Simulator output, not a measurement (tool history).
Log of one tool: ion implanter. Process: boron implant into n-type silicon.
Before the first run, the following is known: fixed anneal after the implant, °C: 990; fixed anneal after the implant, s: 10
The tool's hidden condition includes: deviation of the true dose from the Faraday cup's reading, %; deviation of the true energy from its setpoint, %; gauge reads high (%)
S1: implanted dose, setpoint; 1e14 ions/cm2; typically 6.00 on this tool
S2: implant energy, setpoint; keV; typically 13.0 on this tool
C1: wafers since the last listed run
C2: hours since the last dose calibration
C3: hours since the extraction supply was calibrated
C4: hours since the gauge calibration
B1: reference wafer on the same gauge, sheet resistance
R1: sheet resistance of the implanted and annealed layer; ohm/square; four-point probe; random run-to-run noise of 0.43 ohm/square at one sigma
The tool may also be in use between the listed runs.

run,hour,S1,S2,C1,C2,C3,C4,B1,R1
1,0.0,6.00,13.0,0,876.5,3049.7,224.0,218.88,211.96
2,30.3,6.00,13.0,594,906.8,3080.0,254.3,219.09,212.75
3,57.9,6.00,10.0,541,934.4,3107.6,281.9,218.90,217.17
# hour 77.2: gauge calibrated
4,78.0,5.09,11.0,394,954.5,3127.7,0.8,219.00,246.28
5,131.9,6.40,14.5,1056,1008.4,3181.6,54.7,218.97,202.18
6,158.1,6.00,10.5,513,1034.6,3207.8,80.9,219.01,217.50
7,175.5,6.00,10.5,341,1052.0,3225.2,98.3,219.10,217.73
8,188.0,6.00,10.5,245,1064.5,3237.7,110.8,219.06,217.95
9,200.1,6.00,15.5,237,1076.6,3249.8,122.9,218.92,212.88
10,222.1,6.00,15.5,431,1098.6,3271.8,144.9,218.93,213.44
# hour 256.5: Faraday cup replaced and dose calibrated
11,257.0,6.00,15.5,527,0.5,3306.7,179.8,218.98,205.97
12,275.3,6.00,11.0,358,18.8,3325.0,198.1,218.82,210.70
13,300.2,6.00,11.0,488,43.7,3349.9,223.0,218.90,211.62
14,325.1,6.00,10.5,488,68.6,3374.8,247.9,218.90,211.82
15,338.9,6.54,9.0,270,82.4,3388.6,261.7,219.03,201.53
16,360.8,6.00,16.5,429,104.3,3410.5,283.6,219.06,205.83
# hour 388.7: gauge calibrated
17,392.6,5.30,16.5,623,136.1,3442.3,3.9,219.00,227.28
18,410.6,6.00,13.0,352,154.1,3460.3,21.9,219.15,207.89
19,426.3,6.00,8.5,307,169.8,3476.0,37.6,218.97,216.89
# hour 448.8: extraction supply calibrated
20,459.0,6.00,15.5,484,202.5,10.2,70.3,219.09,207.07
21,485.4,7.61,13.0,517,228.9,36.6,96.7,218.90,173.79
22,501.8,7.01,10.0,321,245.3,53.0,113.1,218.90,190.04
23,524.3,6.71,17.5,441,267.8,75.5,135.6,219.12,187.63
24,545.1,7.20,9.0,407,288.6,96.3,156.4,218.95,189.07
25,570.8,7.20,17.5,503,314.3,122.0,182.1,218.94,177.47
26,601.8,7.26,13.0,607,345.3,153.0,213.1,219.09,180.36
27,633.3,7.62,17.5,617,376.8,184.5,244.6,218.92,169.82

Pick out some run-to-run changes in R1. Of each, how much would a tool without hidden state show as well, from the settings, what came in and chance, and how much is left for the hidden state and any gauge scatter not in both results compared?
Run 3 -> 4: S1 6.00 -> 5.09, S2 10.0 -> 11.0, gauge calibrated. R1 +29.11 ohm/square: hidden state +1.25, all else +27.86.
Run 4 -> 5: S1 5.09 -> 6.40, S2 11.0 -> 14.5. R1 -44.10 ohm/square: hidden state -0.61, all else -43.49.
Run 10 -> 11: Faraday cup replaced and dose calibrated. R1 -7.47 ohm/square: hidden state -6.82, all else -0.65.
Run 20 -> 21: S1 6.00 -> 7.61, S2 15.5 -> 13.0. R1 -33.28 ohm/square: hidden state -0.01, all else -33.27.
